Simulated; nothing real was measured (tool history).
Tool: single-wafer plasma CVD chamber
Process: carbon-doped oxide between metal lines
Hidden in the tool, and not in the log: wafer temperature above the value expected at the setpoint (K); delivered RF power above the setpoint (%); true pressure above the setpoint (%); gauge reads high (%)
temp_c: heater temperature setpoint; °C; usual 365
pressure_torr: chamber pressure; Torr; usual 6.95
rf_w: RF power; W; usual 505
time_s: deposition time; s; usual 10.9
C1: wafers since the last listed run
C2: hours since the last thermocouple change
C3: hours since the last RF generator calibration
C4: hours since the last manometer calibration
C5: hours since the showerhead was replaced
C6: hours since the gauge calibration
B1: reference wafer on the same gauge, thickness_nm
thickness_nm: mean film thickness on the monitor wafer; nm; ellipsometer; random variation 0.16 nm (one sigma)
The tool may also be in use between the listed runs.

{"run": 1, "hour": 0.0, "temp_c": 365, "pressure_torr": 6.95, "rf_w": 505, "time_s": 10.9, "C1": 0, "C2": 2547.0, "C3": 538.9, "C4": 1661.5, "C5": 6634.7, "C6": 880.4, "B1": 63.3, "thickness_nm": 52.983}
{"hour": 31.9, "done": "gauge calibrated"}
{"run": 2, "hour": 39.4, "temp_c": 365, "pressure_torr": 6.95, "rf_w": 505, "time_s": 10.9, "C1": 751, "C2": 2586.4, "C3": 578.3, "C4": 1700.9, "C5": 6674.1, "C6": 7.5, "B1": 63.255, "thickness_nm": 52.909}
{"run": 3, "hour": 135.9, "temp_c": 365, "pressure_torr": 6.95, "rf_w": 435, "time_s": 11.9, "C1": 1839, "C2": 2682.9, "C3": 674.8, "C4": 1797.4, "C5": 6770.6, "C6": 104.0, "B1": 63.318, "thickness_nm": 52.909}
{"run": 4, "hour": 231.2, "temp_c": 365, "pressure_torr": 6.95, "rf_w": 505, "time_s": 12.1, "C1": 1817, "C2": 2778.2, "C3": 770.1, "C4": 1892.7, "C5": 6865.9, "C6": 199.3, "B1": 63.32, "thickness_nm": 58.203}
{"run": 5, "hour": 289.1, "temp_c": 365, "pressure_torr": 6.95, "rf_w": 505, "time_s": 12.1, "C1": 1103, "C2": 2836.1, "C3": 828.0, "C4": 1950.6, "C5": 6923.8, "C6": 257.2, "B1": 63.291, "thickness_nm": 58.256}
{"run": 6, "hour": 356.1, "temp_c": 365, "pressure_torr": 6.95, "rf_w": 485, "time_s": 11.7, "C1": 1277, "C2": 2903.1, "C3": 895.0, "C4": 2017.6, "C5": 6990.8, "C6": 324.2, "B1": 63.363, "thickness_nm": 55.282}
{"run": 7, "hour": 407.3, "temp_c": 365, "pressure_torr": 6.95, "rf_w": 485, "time_s": 11.7, "C1": 976, "C2": 2954.3, "C3": 946.2, "C4": 2068.8, "C5": 7042.0, "C6": 375.4, "B1": 63.272, "thickness_nm": 54.878}
{"hour": 464.3, "done": "thermocouple changed; heater temperature recalibrated"}
{"run": 8, "hour": 477.1, "temp_c": 365, "pressure_torr": 6.95, "rf_w": 505, "time_s": 10.9, "C1": 1178, "C2": 12.8, "C3": 1016.0, "C4": 2138.6, "C5": 7111.8, "C6": 445.2, "B1": 63.226, "thickness_nm": 52.378}
{"run": 9, "hour": 539.7, "temp_c": 365, "pressure_torr": 6.95, "rf_w": 505, "time_s": 10.9, "C1": 1193, "C2": 75.4, "C3": 1078.6, "C4": 2201.2, "C5": 7174.4, "C6": 507.8, "B1": 63.32, "thickness_nm": 52.012}
{"run": 10, "hour": 576.1, "temp_c": 365, "pressure_torr": 6.95, "rf_w": 505, "time_s": 9.5, "C1": 694, "C2": 111.8, "C3": 1115.0, "C4": 2237.6, "C5": 7210.8, "C6": 544.2, "B1": 63.307, "thickness_nm": 45.366}
{"run": 11, "hour": 639.0, "temp_c": 365, "pressure_torr": 6.95, "rf_w": 505, "time_s": 10.2, "C1": 1199, "C2": 174.7, "C3": 1177.9, "C4": 2300.5, "C5": 7273.7, "C6": 607.1, "B1": 63.302, "thickness_nm": 48.428}
{"run": 12, "hour": 721.1, "temp_c": 351, "pressure_torr": 8.38, "rf_w": 405, "time_s": 9.9, "C1": 1565, "C2": 256.8, "C3": 1260.0, "C4": 2382.6, "C5": 7355.8, "C6": 689.2, "B1": 63.287, "thickness_nm": 43.415}
{"run": 13, "hour": 781.4, "temp_c": 365, "pressure_torr": 6.95, "rf_w": 505, "time_s": 10.9, "C1": 1149, "C2": 317.1, "C3": 1320.3, "C4": 2442.9, "C5": 7416.1, "C6": 749.5, "B1": 63.258, "thickness_nm": 51.682}
{"hour": 836.8, "done": "RF generator calibrated"}
{"run": 14, "hour": 840.8, "temp_c": 365, "pressure_torr": 5.29, "rf_w": 505, "time_s": 10.9, "C1": 980, "C2": 376.5, "C3": 4.0, "C4": 2502.3, "C5": 7475.5, "C6": 808.9, "B1": 63.319, "thickness_nm": 52.457}
{"run": 15, "hour": 899.4, "temp_c": 365, "pressure_torr": 7.86, "rf_w": 505, "time_s": 11.5, "C1": 1117, "C2": 435.1, "C3": 62.6, "C4": 2560.9, "C5": 7534.1, "C6": 867.5, "B1": 63.251, "thickness_nm": 56.445}
{"hour": 950.2, "done": "gauge calibrated"}
{"run": 16, "hour": 1000.1, "temp_c": 358, "pressure_torr": 5.69, "rf_w": 445, "time_s": 10.9, "C1": 1920, "C2": 535.8, "C3": 163.3, "C4": 2661.6, "C5": 7634.8, "C6": 49.9, "B1": 63.271, "thickness_nm": 49.736}
{"hour": 1045.9, "done": "capacitance manometer re-zeroed and calibrated"}
{"run": 17, "hour": 1054.5, "temp_c": 351, "pressure_torr": 8.37, "rf_w": 505, "time_s": 10.9, "C1": 884, "C2": 590.2, "C3": 217.7, "C4": 8.6, "C5": 7689.2, "C6": 104.3, "B1": 63.281, "thickness_nm": 55.991}
{"hour": 1065.3, "done": "showerhead replaced"}
{"run": 18, "hour": 1140.7, "temp_c": 351, "pressure_torr": 6.25, "rf_w": 575, "time_s": 8.8, "C1": 1491, "C2": 676.4, "C3": 303.9, "C4": 94.8, "C5": 75.4, "C6": 190.5, "B1": 63.286, "thickness_nm": 47.581}
{"run": 19, "hour": 1232.4, "temp_c": 365, "pressure_torr": 6.95, "rf_w": 505, "time_s": 10.9, "C1": 1748, "C2": 768.1, "C3": 395.6, "C4": 186.5, "C5": 167.1, "C6": 282.2, "B1": 63.253, "thickness_nm": 53.209}
{"run": 20, "hour": 1293.9, "temp_c": 379, "pressure_torr": 8.5, "rf_w": 505, "time_s": 10.9, "C1": 1172, "C2": 829.6, "C3": 457.1, "C4": 248.0, "C5": 228.6, "C6": 343.7, "B1": 63.302, "thickness_nm": 51.593}
{"run": 21, "hour": 1358.9, "temp_c": 373, "pressure_torr": 6.95, "rf_w": 460, "time_s": 9.7, "C1": 1239, "C2": 894.6, "C3": 522.1, "C4": 313.0, "C5": 293.6, "C6": 408.7, "B1": 63.201, "thickness_nm": 44.137}

3 ways to go on from here, each from the tool as it stands after run 21. What would each give?
{"run": "A", "hour": 1359.3, "temp_c": 359, "pressure_torr": 6.95, "rf_w": 505, "time_s": 10.9, "C1": 7, "C2": 895.0, "C3": 522.5, "C4": 313.4, "C5": 294.0, "C6": 409.1, "B1": "?", "thickness_nm": "?"}
{"run": "B", "hour": 1359.3, "temp_c": 356, "pressure_torr": 6.95, "rf_w": 425, "time_s": 11.6, "C1": 7, "C2": 895.0, "C3": 522.5, "C4": 313.4, "C5": 294.0, "C6": 409.1, "B1": "?", "thickness_nm": "?"}
{"run": "C", "hour": 1359.3, "temp_c": 351, "pressure_torr": 6.25, "rf_w": 450, "time_s": 11.5, "C1": 7, "C2": 895.0, "C3": 522.5, "C4": 313.4, "C5": 294.0, "C6": 409.1, "B1": "?", "thickness_nm": "?"}

run=A B1=63.317 thickness_nm=53.305
run=B B1=63.317 thickness_nm=52.144
run=C B1=63.317 thickness_nm=53.993
Without the tool's hidden state the same runs would have given:
run=A thickness_nm=53.887
run=B thickness_nm=52.811
run=C thickness_nm=54.609

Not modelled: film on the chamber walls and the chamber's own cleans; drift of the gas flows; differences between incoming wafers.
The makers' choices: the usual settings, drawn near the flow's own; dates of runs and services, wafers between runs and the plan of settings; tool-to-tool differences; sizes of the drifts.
